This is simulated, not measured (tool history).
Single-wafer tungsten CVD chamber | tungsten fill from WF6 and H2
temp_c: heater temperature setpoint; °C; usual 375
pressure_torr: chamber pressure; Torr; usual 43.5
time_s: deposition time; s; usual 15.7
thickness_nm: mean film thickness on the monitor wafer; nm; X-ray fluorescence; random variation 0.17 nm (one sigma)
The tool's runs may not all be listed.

run,hour,temp_c,pressure_torr,time_s,wafers since the last listed run,hours since the last thermocouple change,hours since the last manometer calibration,hours since the showerhead was replaced,hours since the gauge calibration,"read-back reference wafer on the same gauge, thickness_nm",thickness_nm
1,0.0,375,47.2,15.7,0,2291.7,793.9,3362.0,199.7,28.765,34.113
2,71.7,375,47.2,15.7,1392,2363.4,865.6,3433.7,271.4,28.839,33.914
3,85.3,375,43.5,15.7,264,2377.0,879.2,3447.3,285.0,28.838,32.173
4,108.6,375,43.5,15.7,452,2400.3,902.5,3470.6,308.3,28.827,32.361
5,122.1,371,51.7,15.7,262,2413.8,916.0,3484.1,321.8,28.767,32.361
6,147.8,371,51.7,15.7,499,2439.5,941.7,3509.8,347.5,28.775,32.626
7,183.3,375,43.5,15.7,689,2475.0,977.2,3545.3,383.0,28.778,32.292
8,203.6,375,43.5,15.7,394,2495.3,997.5,3565.6,403.3,28.867,32.501
9,229.3,375,43.5,15.7,499,2521.0,1023.2,3591.3,429.0,28.869,32.393
10,261.0,375,43.5,14.5,615,2552.7,1054.9,3623.0,460.7,28.718,29.655
# hour 283.2: showerhead replaced
11,283.7,375,43.5,14.5,285,2575.4,1077.6,0.5,483.4,28.831,29.957
12,294.2,375,43.5,14.5,203,2585.9,1088.1,11.0,493.9,28.716,29.683
13,320.0,375,43.5,14.0,501,2611.7,1113.9,36.8,519.7,28.787,28.521
14,351.6,375,52.2,13.7,613,2643.3,1145.5,68.4,551.3,28.817,31.439
# hour 368.2: capacitance manometer re-zeroed and calibrated
15,371.7,375,46.5,15.7,235,2663.4,3.5,88.5,571.4,28.725,33.439
16,406.4,375,50.2,15.7,674,2698.1,38.2,123.2,606.1,28.873,35.130
# hour 433.1: thermocouple changed; heater temperature recalibrated
17,437.1,375,43.5,14.0,440,4.0,68.9,153.9,636.8,28.799,28.862
18,455.0,375,43.5,15.7,347,21.9,86.8,171.8,654.7,28.810,32.280
19,478.2,385,38.5,14.4,450,45.1,110.0,195.0,677.9,28.820,34.603
20,503.2,375,43.5,15.7,485,70.1,135.0,220.0,702.9,28.783,32.269
21,522.6,381,34.1,16.6,376,89.5,154.4,239.4,722.3,28.775,33.250
# hour 527.2: gauge calibrated
22,548.6,361,43.5,15.7,505,115.5,180.4,265.4,21.4,28.776,22.862
23,568.6,388,34.1,13.2,388,135.5,200.4,285.4,41.4,28.750,30.929
24,668.4,383,43.5,15.7,1938,235.3,300.2,385.2,141.2,28.734,39.166
25,699.0,385,38.5,14.4,594,265.9,330.8,415.8,171.8,28.762,34.211
26,715.1,371,43.5,14.6,312,282.0,346.9,431.9,187.9,28.816,26.931
27,741.2,369,43.5,15.7,507,308.1,373.0,458.0,214.0,28.864,27.885

3 ways to go on from here, each from the tool as it stands after run 27. What would each give?
A,741.6,375,43.5,15.7,7,308.5,373.4,458.4,214.4,?,?
B,741.6,384,43.5,13.8,7,308.5,373.4,458.4,214.4,?,?
C,741.6,375,33.9,18.3,7,308.5,373.4,458.4,214.4,?,?

run,"read-back reference wafer on the same gauge, thickness_nm",thickness_nm
A,28.848,31.908
B,28.848,34.509
C,28.848,31.429
Without the tool's hidden state the same runs would have given:
run,thickness_nm
A,31.908
B,34.509
C,31.429
